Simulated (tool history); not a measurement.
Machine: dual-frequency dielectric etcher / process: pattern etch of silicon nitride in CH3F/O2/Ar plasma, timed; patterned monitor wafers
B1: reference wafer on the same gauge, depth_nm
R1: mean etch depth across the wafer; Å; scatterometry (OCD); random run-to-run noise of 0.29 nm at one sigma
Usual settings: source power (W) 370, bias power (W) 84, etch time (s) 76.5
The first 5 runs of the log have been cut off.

run 6 hour=56.4 | source_power_(W)=370 bias_power_(W)=84 etch_time_(s)=61.5 | B1=47.3 | R1=418
-- hour=84.0 wet clean of the chamber
run 7 hour=84.5 | source_power_(W)=370 bias_power_(W)=84 etch_time_(s)=76.5 | B1=47.3 | R1=571
run 8 hour=84.8 | source_power_(W)=370 bias_power_(W)=84 etch_time_(s)=76.5 | B1=47.3 | R1=580
run 9 hour=92.0 | source_power_(W)=370 bias_power_(W)=84 etch_time_(s)=76.5 | B1=47.3 | R1=576
run 10 hour=102.9 | source_power_(W)=420 bias_power_(W)=84 etch_time_(s)=94.5 | B1=47.3 | R1=748
-- hour=113.3 gauge calibrated
run 11 hour=114.6 | source_power_(W)=370 bias_power_(W)=84 etch_time_(s)=76.5 | B1=47.3 | R1=579
-- hour=124.3 source power generator calibrated
run 12 hour=124.8 | source_power_(W)=430 bias_power_(W)=92 etch_time_(s)=67.0 | B1=47.3 | R1=559
run 13 hour=130.3 | source_power_(W)=340 bias_power_(W)=84 etch_time_(s)=60.0 | B1=47.3 | R1=438
run 14 hour=142.6 | source_power_(W)=370 bias_power_(W)=103 etch_time_(s)=76.5 | B1=47.3 | R1=643
run 15 hour=150.2 | source_power_(W)=430 bias_power_(W)=70 etch_time_(s)=85.5 | B1=47.3 | R1=609
run 16 hour=156.4 | source_power_(W)=370 bias_power_(W)=78 etch_time_(s)=76.5 | B1=47.3 | R1=550
run 17 hour=163.3 | source_power_(W)=440 bias_power_(W)=66 etch_time_(s)=65.5 | B1=47.3 | R1=450
-- hour=200.1 wet clean of the chamber, repeated, since the last time left the tool worse
run 18 hour=200.6 | source_power_(W)=370 bias_power_(W)=96 etch_time_(s)=76.5 | B1=47.3 | R1=585
run 19 hour=201.0 | source_power_(W)=370 bias_power_(W)=84 etch_time_(s)=76.5 | B1=47.3 | R1=541
run 20 hour=207.4 | source_power_(W)=420 bias_power_(W)=84 etch_time_(s)=56.0 | B1=47.3 | R1=414
run 21 hour=225.1 | source_power_(W)=460 bias_power_(W)=75 etch_time_(s)=91.5 | B1=47.4 | R1=655
run 22 hour=233.9 | source_power_(W)=370 bias_power_(W)=97 etch_time_(s)=62.0 | B1=47.3 | R1=481
run 23 hour=247.9 | source_power_(W)=420 bias_power_(W)=95 etch_time_(s)=76.5 | B1=47.2 | R1=610
run 24 hour=263.7 | source_power_(W)=310 bias_power_(W)=67 etch_time_(s)=63.5 | B1=47.3 | R1=370
run 25 hour=280.5 | source_power_(W)=340 bias_power_(W)=103 etch_time_(s)=64.0 | B1=47.3 | R1=488

Run 26, settings as shown, results not yet in. Your forecast:
run 26 hour=296.2 | source_power_(W)=330 bias_power_(W)=91 etch_time_(s)=83.0 | B1=? | R1=?

{"run 26": {"B1": 47.3, "R1": 595}}
Were there no unlogged condition in the tool, this run, its random variation unchanged, would have produced R1 597 Å.

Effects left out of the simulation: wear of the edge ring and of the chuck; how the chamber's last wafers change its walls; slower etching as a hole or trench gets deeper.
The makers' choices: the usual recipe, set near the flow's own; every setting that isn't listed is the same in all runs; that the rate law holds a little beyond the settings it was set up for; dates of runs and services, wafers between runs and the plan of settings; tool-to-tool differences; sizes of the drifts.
